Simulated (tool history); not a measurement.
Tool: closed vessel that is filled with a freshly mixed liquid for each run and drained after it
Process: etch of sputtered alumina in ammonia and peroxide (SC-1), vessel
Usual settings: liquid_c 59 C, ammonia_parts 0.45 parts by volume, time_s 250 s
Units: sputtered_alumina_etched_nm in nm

| run | hour | liquid_c | ammonia_parts | time_s | read-back film thickness of the sputtered alumina reference wafer, read on the same gauge (nm) | sputtered_alumina_etched_nm |
|---|---|---|---|---|---|---|
| 1 | 0 | 59 | 0.45 | 330 | 29.5 | 14.55 |
|  | 31.7 | thermometer replaced |
| 2 | 33.7 | 59 | 0.45 | 330 | 29.51 | 14.48 |
| 3 | 54.3 | 59 | 0.45 | 250 | 29.46 | 11.01 |
| 4 | 72.4 | 59 | 0.45 | 250 | 29.47 | 10.93 |
| 5 | 87.3 | 59 | 0.45 | 250 | 29.41 | 10.96 |
|  | 94.3 | ammonia flow meter replaced |
| 6 | 100.4 | 54 | 0.45 | 250 | 29.45 | 8.45 |
| 7 | 113.3 | 59 | 0.45 | 210 | 29.42 | 9.2 |
|  | 120.2 | gauge calibrated |
| 8 | 138 | 59 | 0.45 | 250 | 29.96 | 11.15 |
| 9 | 161.2 | 65.5 | 0.35 | 295 | 29.92 | 17.89 |
|  | 171.9 | new drum of ammonia solution connected |
| 10 | 183.7 | 54 | 0.45 | 250 | 29.92 | 8.61 |
| 11 | 217.8 | 59 | 0.45 | 330 | 29.9 | 14.63 |
| 12 | 249.6 | 59 | 0.45 | 250 | 29.87 | 11.13 |
| 13 | 269.4 | 59 | 0.45 | 175 | 29.83 | 7.83 |
| 14 | 289.7 | 49 | 0.55 | 370 | 29.82 | 9.84 |
| 15 | 312.6 | 56.5 | 0.4 | 195 | 29.81 | 7.53 |
| 16 | 345.8 | 59 | 0.45 | 250 | 29.77 | 11.16 |
| 17 | 372.9 | 59 | 0.45 | 300 | 29.75 | 13.2 |
| 18 | 396 | 54 | 0.45 | 250 | 29.75 | 8.51 |
| 19 | 420 | 55 | 0.55 | 170 | 29.71 | 6.23 |
| 20 | 439.9 | 65 | 0.35 | 340 | 29.7 | 19.82 |
| 21 | 459.5 | 52.5 | 0.45 | 250 | 29.63 | 7.85 |
| 22 | 481.4 | 59 | 0.45 | 250 | 29.69 | 10.98 |
| 23 | 509.1 | 59 | 0.5 | 250 | 29.63 | 11.17 |
| 24 | 524.9 | 59 | 0.3 | 250 | 29.62 | 10.66 |
| 25 | 543.9 | 53 | 0.65 | 380 | 29.62 | 12.59 |
| 26 | 571.4 | 51.5 | 0.45 | 135 | 29.55 | 3.99 |
| 27 | 604.9 | 59 | 0.45 | 250 | 29.55 | 11.09 |
| 28 | 630.5 | 49.5 | 0.45 | 320 | 29.53 | 8.46 |

Forecast each of these 4 alternatives for the next run:
| A | 631.2 | 68.5 | 0.45 | 250 | ? | ? |
| B | 631.2 | 54 | 0.55 | 210 | ? | ? |
| C | 631.2 | 59 | 0.6 | 250 | ? | ? |
| D | 631.2 | 66 | 0.25 | 350 | ? | ? |

| run | read-back film thickness of the sputtered alumina reference wafer, read on the same gauge (nm) | sputtered_alumina_etched_nm |
|---|---|---|
| A | 29.55 | 17.67 |
| B | 29.55 | 7.23 |
| C | 29.55 | 11.28 |
| D | 29.55 | 20.71 |
Without the tool's hidden state the same runs would have given:
| run | sputtered_alumina_etched_nm |
|---|---|
| A | 17.95 |
| B | 7.34 |
| C | 11.46 |
| D | 21.03 |

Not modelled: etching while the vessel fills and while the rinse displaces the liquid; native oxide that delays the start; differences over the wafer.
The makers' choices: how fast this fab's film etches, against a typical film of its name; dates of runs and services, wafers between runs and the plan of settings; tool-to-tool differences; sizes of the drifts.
